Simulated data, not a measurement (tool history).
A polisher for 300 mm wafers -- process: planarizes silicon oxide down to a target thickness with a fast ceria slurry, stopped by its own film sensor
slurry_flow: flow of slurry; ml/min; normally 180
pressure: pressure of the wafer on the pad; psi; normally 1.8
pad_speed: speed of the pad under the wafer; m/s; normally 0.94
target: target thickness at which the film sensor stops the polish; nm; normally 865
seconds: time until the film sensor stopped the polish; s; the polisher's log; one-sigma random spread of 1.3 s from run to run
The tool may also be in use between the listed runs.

| run | day | slurry_flow | pressure | pad_speed | target | wafers since the last listed run | wafers polished on this pad | hours since the slurry nozzle was cleaned | hours since the head pressure was calibrated | incoming thickness of the incoming film, nm | seconds |
|---|---|---|---|---|---|---|---|---|---|---|---|
| 1 | 0 | 180 | 1.8 | 0.94 | 865 | 0 | 1906 | 340.6 | 476.1 | 1634.9 | 102.2 |
| 2 | 2.238 | 180 | 1.8 | 0.94 | 865 | 669 | 2575 | 394.3 | 529.8 | 1623.2 | 99.2 |
| 3 | 4.058 | 180 | 1.8 | 0.94 | 865 | 544 | 3120 | 438 | 573.5 | 1612.3 | 97.8 |
|  | 4.5 | worn pad replaced by a new one |
| 4 | 6.733 | 180 | 1.8 | 0.94 | 865 | 750 | 668 | 502.2 | 637.7 | 1592.4 | 96 |
|  | 7.054 | head pressure recalibrated |
| 5 | 9.575 | 180 | 1.8 | 0.94 | 865 | 825 | 1493 | 570.4 | 60.5 | 1614.3 | 109.9 |
| 6 | 11.9 | 180 | 1.8 | 0.94 | 865 | 695 | 2188 | 626.2 | 116.3 | 1630 | 111.9 |
|  | 12.312 | slurry nozzle cleaned |
|  | 13.496 | worn pad replaced by a new one |
| 7 | 13.517 | 180 | 1.8 | 0.94 | 865 | 421 | 5 | 28.9 | 155.1 | 1628.4 | 103.2 |
| 8 | 16.017 | 130 | 1.8 | 0.94 | 865 | 747 | 753 | 88.9 | 215.1 | 1615.4 | 107.5 |
| 9 | 17.246 | 130 | 1.8 | 0.94 | 865 | 367 | 1121 | 118.4 | 244.6 | 1625.3 | 107.8 |
| 10 | 19.288 | 180 | 1.8 | 0.94 | 865 | 610 | 1731 | 167.4 | 293.6 | 1633.1 | 103.5 |
| 11 | 21.071 | 180 | 1.8 | 0.94 | 865 | 533 | 2265 | 210.2 | 336.4 | 1598.8 | 99.7 |
| 12 | 22.108 | 180 | 1.8 | 0.94 | 865 | 310 | 2575 | 235.1 | 361.3 | 1622.1 | 101.9 |
|  | 25.296 | worn pad replaced by a new one |
| 13 | 28.529 | 180 | 1.8 | 0.94 | 865 | 1870 | 967 | 389.2 | 515.4 | 1601.3 | 97.3 |
| 14 | 29.862 | 180 | 1.8 | 0.94 | 865 | 398 | 1366 | 421.2 | 547.4 | 1632.7 | 102.3 |
| 15 | 32.271 | 180 | 1.8 | 0.94 | 781 | 720 | 2086 | 479 | 605.2 | 1617.6 | 111 |
|  | 34.554 | worn pad replaced by a new one |
| 16 | 34.575 | 180 | 1.8 | 0.94 | 865 | 639 | 5 | 534.3 | 660.5 | 1616 | 98.8 |
|  | 34.75 | head pressure recalibrated |
| 17 | 37.246 | 180 | 1.8 | 0.94 | 865 | 774 | 779 | 598.4 | 59.9 | 1602.3 | 107.2 |
| 18 | 38.9 | 180 | 2 | 0.94 | 865 | 494 | 1274 | 638.1 | 99.6 | 1624.9 | 100.1 |
|  | 39.108 | slurry nozzle cleaned |
| 19 | 41.258 | 180 | 1.8 | 0.94 | 865 | 693 | 1967 | 51.6 | 156.2 | 1602.4 | 100 |
| 20 | 42.908 | 150 | 1.8 | 0.64 | 865 | 493 | 2461 | 91.2 | 195.8 | 1613.8 | 155 |
| 21 | 44.729 | 130 | 1.8 | 1.26 | 991 | 544 | 3005 | 134.9 | 239.5 | 1629.6 | 66.7 |
|  | 44.908 | worn pad replaced by a new one |
| 22 | 46.833 | 205 | 2.1 | 1.16 | 1078 | 579 | 575 | 185.4 | 290 | 1632.6 | 51.4 |
| 23 | 48.033 | 130 | 2.2 | 1.24 | 865 | 358 | 934 | 214.2 | 318.8 | 1630.7 | 67.6 |
| 24 | 49.108 | 180 | 1.8 | 0.94 | 865 | 321 | 1255 | 240 | 344.6 | 1618.6 | 104 |
| 25 | 50.229 | 120 | 2.2 | 0.74 | 865 | 335 | 1591 | 266.9 | 371.5 | 1638.8 | 112.9 |
| 26 | 51.908 | 195 | 1.3 | 0.68 | 865 | 502 | 2093 | 307.2 | 411.8 | 1625.3 | 194.7 |

Some steps in seconds, run to run, broken into two amounts with sign: the step expected even without the hidden condition (settings, incoming material, random variation), and the rest, left for the hidden condition together with whatever gauge scatter is not in both the measured and the hidden-condition-free result:
Hidden state at play: removal rate lost through wear of the pad, %; slurry flow missing at the pad, %; deviation of the head's pressure from its setpoint, %.
Run 4 -> 5: head pressure recalibrated. seconds +13.9 s: hidden state +11.8, all else +2.1.
Run 16 -> 17: head pressure recalibrated. seconds +8.4 s: hidden state +11, all else -2.6.
Run 20 -> 21: slurry_flow 150 -> 130, pad_speed 0.64 -> 1.26, target 865 -> 991. seconds -88.3 s: hidden state +1.7, all else -90.
Run 25 -> 26: slurry_flow 120 -> 195, pressure 2.2 -> 1.3, pad_speed 0.74 -> 0.68. seconds +81.8 s: hidden state -5.5, all else +87.3.

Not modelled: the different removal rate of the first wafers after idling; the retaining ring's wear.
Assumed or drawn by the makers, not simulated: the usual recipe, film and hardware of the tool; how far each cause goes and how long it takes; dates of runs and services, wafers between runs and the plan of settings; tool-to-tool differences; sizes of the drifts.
